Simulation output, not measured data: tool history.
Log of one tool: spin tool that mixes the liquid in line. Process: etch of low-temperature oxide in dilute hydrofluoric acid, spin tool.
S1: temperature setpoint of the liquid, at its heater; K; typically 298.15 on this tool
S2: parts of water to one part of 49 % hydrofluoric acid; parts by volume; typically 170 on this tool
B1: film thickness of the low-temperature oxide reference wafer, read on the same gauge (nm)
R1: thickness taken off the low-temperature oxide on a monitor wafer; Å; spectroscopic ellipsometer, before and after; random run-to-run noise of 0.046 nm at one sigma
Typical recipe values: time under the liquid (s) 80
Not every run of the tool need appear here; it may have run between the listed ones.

Run 1, hour 0.0: usual settings; B1 89.99. Result: R1 67.0 Å.
Run 2, hour 32.8: usual settings but S2 190 parts by volume, time under the liquid (s) 55; B1 90.00. Result: R1 40.5 Å.
Run 3, hour 49.6: usual settings; B1 90.04. Result: R1 66.8 Å.
Run 4, hour 64.2: usual settings; B1 90.03. Result: R1 67.5 Å.
Run 5, hour 86.8: usual settings but S1 296.15 K; B1 90.00. Result: R1 62.5 Å.
Run 6, hour 121.3: usual settings but S1 296.15 K; B1 90.00. Result: R1 62.0 Å.
Run 7, hour 154.2: usual settings but S1 296.15 K; B1 90.00. Result: R1 61.6 Å.
Run 8, hour 181.1: usual settings; B1 89.99. Result: R1 66.3 Å.
Run 9, hour 251.6: usual settings; B1 90.04. Result: R1 66.1 Å.
At hour 286.0: gauge calibrated.
Run 10, hour 353.2: usual settings but S1 299.65 K; B1 89.98. Result: R1 70.9 Å.
Run 11, hour 370.5: usual settings but S1 299.65 K; B1 90.00. Result: R1 70.0 Å.
Run 12, hour 392.4: usual settings but S1 299.65 K; B1 89.99. Result: R1 70.1 Å.
At hour 402.7: thermometer replaced.
Run 13, hour 420.7: usual settings; B1 90.00. Result: R1 73.5 Å.
Run 14, hour 440.7: usual settings but S2 210 parts by volume; B1 90.01. Result: R1 56.5 Å.
At hour 454.4: hydrofluoric acid flow meter replaced.
Run 15, hour 471.0: usual settings; B1 90.01. Result: R1 73.1 Å.
Run 16, hour 497.7: usual settings but S2 100 parts by volume, time under the liquid (s) 40; B1 90.01. Result: R1 68.2 Å.
Run 17, hour 515.6: usual settings but S1 295.65 K, time under the liquid (s) 105; B1 89.98. Result: R1 86.4 Å.
Run 18, hour 538.8: usual settings but S1 296.15 K, S2 250 parts by volume, time under the liquid (s) 110; B1 90.00. Result: R1 58.2 Å.
Run 19, hour 554.2: usual settings but S2 95 parts by volume, time under the liquid (s) 35; B1 90.01. Result: R1 62.0 Å.
Run 20, hour 588.8: usual settings but S2 145 parts by volume, time under the liquid (s) 95; B1 90.01. Result: R1 104.0 Å.

What will run 21 give?
Run 21, hour 623.8: usual settings but S2 95 parts by volume, time under the liquid (s) 35; B1 ?. Result: R1 ?.

B1: 89.98
R1: 62.3 Å
The same run, on a tool lacking any hidden state, would have yielded R1 62.9 Å.

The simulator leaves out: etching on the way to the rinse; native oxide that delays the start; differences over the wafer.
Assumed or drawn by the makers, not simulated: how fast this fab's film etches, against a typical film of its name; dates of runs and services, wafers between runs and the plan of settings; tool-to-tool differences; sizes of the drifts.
